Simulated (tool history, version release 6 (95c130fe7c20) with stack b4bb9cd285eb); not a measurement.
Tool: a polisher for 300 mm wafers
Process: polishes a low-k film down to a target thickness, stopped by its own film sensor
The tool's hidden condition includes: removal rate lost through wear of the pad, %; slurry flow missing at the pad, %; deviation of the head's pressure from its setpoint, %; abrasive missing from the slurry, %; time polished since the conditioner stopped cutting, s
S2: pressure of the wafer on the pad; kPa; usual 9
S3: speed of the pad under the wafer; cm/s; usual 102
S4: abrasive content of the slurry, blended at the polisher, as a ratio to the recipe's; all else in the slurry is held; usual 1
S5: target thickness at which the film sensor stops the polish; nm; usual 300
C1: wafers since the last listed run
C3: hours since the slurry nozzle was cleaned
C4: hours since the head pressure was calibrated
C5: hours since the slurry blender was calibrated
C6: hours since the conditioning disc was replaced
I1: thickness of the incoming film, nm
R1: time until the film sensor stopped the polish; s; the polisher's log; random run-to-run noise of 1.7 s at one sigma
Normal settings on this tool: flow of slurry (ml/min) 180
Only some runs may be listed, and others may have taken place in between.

{"run": 1, "hour": 0.0, "flow of slurry (ml/min)": 180, "S2": 9, "S3": 102, "S4": 1, "S5": 300, "C1": 0, "wafers polished on this pad": 968, "C3": 348.3, "C4": 910.7, "C5": 168.7, "C6": 87, "I1": 342.3, "R1": 161.5}
{"run": 2, "hour": 9.9, "flow of slurry (ml/min)": 180, "S2": 9, "S3": 102, "S4": 1, "S5": 294, "C1": 90, "wafers polished on this pad": 1059, "C3": 358.2, "C4": 920.6, "C5": 178.6, "C6": 96.9, "I1": 338.2, "R1": 165}
{"hour": 13.6, "done": "conditioning disc replaced and pad reconditioned"}
{"hour": 15.0, "done": "worn pad replaced by a new one"}
{"run": 3, "hour": 19.1, "flow of slurry (ml/min)": 180, "S2": 9, "S3": 112, "S4": 1, "S5": 308, "C1": 54, "wafers polished on this pad": 38, "C3": 367.4, "C4": 929.8, "C5": 187.8, "C6": 5.5, "I1": 335.6, "R1": 97.7}
{"run": 4, "hour": 36.8, "flow of slurry (ml/min)": 180, "S2": 9, "S3": 102, "S4": 1, "S5": 300, "C1": 162, "wafers polished on this pad": 200, "C3": 385.1, "C4": 947.5, "C5": 205.5, "C6": 23.2, "I1": 334.3, "R1": 134.1}
{"run": 5, "hour": 42.8, "flow of slurry (ml/min)": 180, "S2": 9, "S3": 102, "S4": 1, "S5": 300, "C1": 55, "wafers polished on this pad": 255, "C3": 391.1, "C4": 953.5, "C5": 211.5, "C6": 29.2, "I1": 338.9, "R1": 147.5}
{"hour": 45.9, "done": "head pressure recalibrated"}
{"run": 6, "hour": 60.7, "flow of slurry (ml/min)": 180, "S2": 9, "S3": 102, "S4": 1, "S5": 300, "C1": 146, "wafers polished on this pad": 402, "C3": 409, "C4": 14.8, "C5": 229.4, "C6": 47.1, "I1": 346, "R1": 160.4}
{"run": 7, "hour": 98.3, "flow of slurry (ml/min)": 180, "S2": 9, "S3": 126, "S4": 1.25, "S5": 290, "C1": 345, "wafers polished on this pad": 747, "C3": 446.6, "C4": 52.4, "C5": 267, "C6": 84.7, "I1": 334.6, "R1": 122.2}
{"run": 8, "hour": 113.4, "flow of slurry (ml/min)": 180, "S2": 9, "S3": 102, "S4": 1, "S5": 300, "C1": 138, "wafers polished on this pad": 886, "C3": 461.7, "C4": 67.5, "C5": 282.1, "C6": 99.8, "I1": 336.6, "R1": 127.3}
{"hour": 119.4, "done": "worn pad replaced by a new one"}
{"run": 9, "hour": 120.5, "flow of slurry (ml/min)": 180, "S2": 9, "S3": 80, "S4": 1.1, "S5": 296, "C1": 28, "wafers polished on this pad": 10, "C3": 468.8, "C4": 74.6, "C5": 289.2, "C6": 106.9, "I1": 345.6, "R1": 200.7}
{"run": 10, "hour": 131.5, "flow of slurry (ml/min)": 205, "S2": 9, "S3": 102, "S4": 1, "S5": 306, "C1": 101, "wafers polished on this pad": 111, "C3": 479.8, "C4": 85.6, "C5": 300.2, "C6": 117.9, "I1": 337.5, "R1": 108.7}
{"hour": 134.0, "done": "conditioning disc replaced and pad reconditioned"}
{"hour": 135.6, "done": "slurry blender recalibrated"}
{"run": 11, "hour": 146.8, "flow of slurry (ml/min)": 245, "S2": 6.9, "S3": 114, "S4": 1, "S5": 290, "C1": 107, "wafers polished on this pad": 218, "C3": 495.1, "C4": 100.9, "C5": 11.2, "C6": 12.8, "I1": 344.8, "R1": 214.3}
{"run": 12, "hour": 160.2, "flow of slurry (ml/min)": 180, "S2": 9, "S3": 102, "S4": 1, "S5": 300, "C1": 123, "wafers polished on this pad": 341, "C3": 508.5, "C4": 114.3, "C5": 24.6, "C6": 26.2, "I1": 343.2, "R1": 151.3}
{"run": 13, "hour": 173.0, "flow of slurry (ml/min)": 180, "S2": 9, "S3": 102, "S4": 0.75, "S5": 291, "C1": 117, "wafers polished on this pad": 459, "C3": 521.3, "C4": 127.1, "C5": 37.4, "C6": 39, "I1": 338.1, "R1": 182.7}
{"run": 14, "hour": 180.4, "flow of slurry (ml/min)": 200, "S2": 9, "S3": 122, "S4": 1, "S5": 300, "C1": 68, "wafers polished on this pad": 527, "C3": 528.7, "C4": 134.5, "C5": 44.8, "C6": 46.4, "I1": 343, "R1": 127.8}
{"hour": 193.4, "done": "slurry nozzle cleaned"}
{"run": 15, "hour": 194.9, "flow of slurry (ml/min)": 180, "S2": 9, "S3": 120, "S4": 1, "S5": 300, "C1": 124, "wafers polished on this pad": 651, "C3": 1.5, "C4": 149, "C5": 59.3, "C6": 60.9, "I1": 343.5, "R1": 136.5}
{"run": 16, "hour": 211.1, "flow of slurry (ml/min)": 120, "S2": 9, "S3": 102, "S4": 1.2, "S5": 300, "C1": 148, "wafers polished on this pad": 800, "C3": 17.7, "C4": 165.2, "C5": 75.5, "C6": 77.1, "I1": 338.4, "R1": 132.9}
{"hour": 217.0, "done": "worn pad replaced by a new one"}
{"run": 17, "hour": 220.3, "flow of slurry (ml/min)": 200, "S2": 6.9, "S3": 102, "S4": 1.25, "S5": 295, "C1": 47, "wafers polished on this pad": 29, "C3": 26.9, "C4": 174.4, "C5": 84.7, "C6": 86.3, "I1": 339.1, "R1": 171.7}
{"run": 18, "hour": 238.0, "flow of slurry (ml/min)": 180, "S2": 11.7, "S3": 102, "S4": 1, "S5": 300, "C1": 162, "wafers polished on this pad": 192, "C3": 44.6, "C4": 192.1, "C5": 102.4, "C6": 104, "I1": 342.2, "R1": 116.1}
{"hour": 249.6, "done": "conditioning disc replaced and pad reconditioned"}
{"run": 19, "hour": 250.7, "flow of slurry (ml/min)": 180, "S2": 9, "S3": 102, "S4": 1, "S5": 300, "C1": 98, "wafers polished on this pad": 290, "C3": 57.3, "C4": 204.8, "C5": 115.1, "C6": 1.1, "I1": 340.9, "R1": 143.1}
{"run": 20, "hour": 258.6, "flow of slurry (ml/min)": 180, "S2": 9, "S3": 102, "S4": 1, "S5": 295, "C1": 72, "wafers polished on this pad": 363, "C3": 65.2, "C4": 212.7, "C5": 123, "C6": 9, "I1": 336.9, "R1": 147.2}

Forecast run 21:
{"run": 21, "hour": 303.5, "flow of slurry (ml/min)": 150, "S2": 7.6, "S3": 102, "S4": 1, "S5": 290, "C1": 412, "wafers polished on this pad": 776, "C3": 110.1, "C4": 257.6, "C5": 167.9, "C6": 53.9, "I1": 337.7, "R1": "?"}

R1: 201.6 s
Were there no unlogged condition in the tool, this run, its random variation unchanged, would have produced R1 200.1 s.
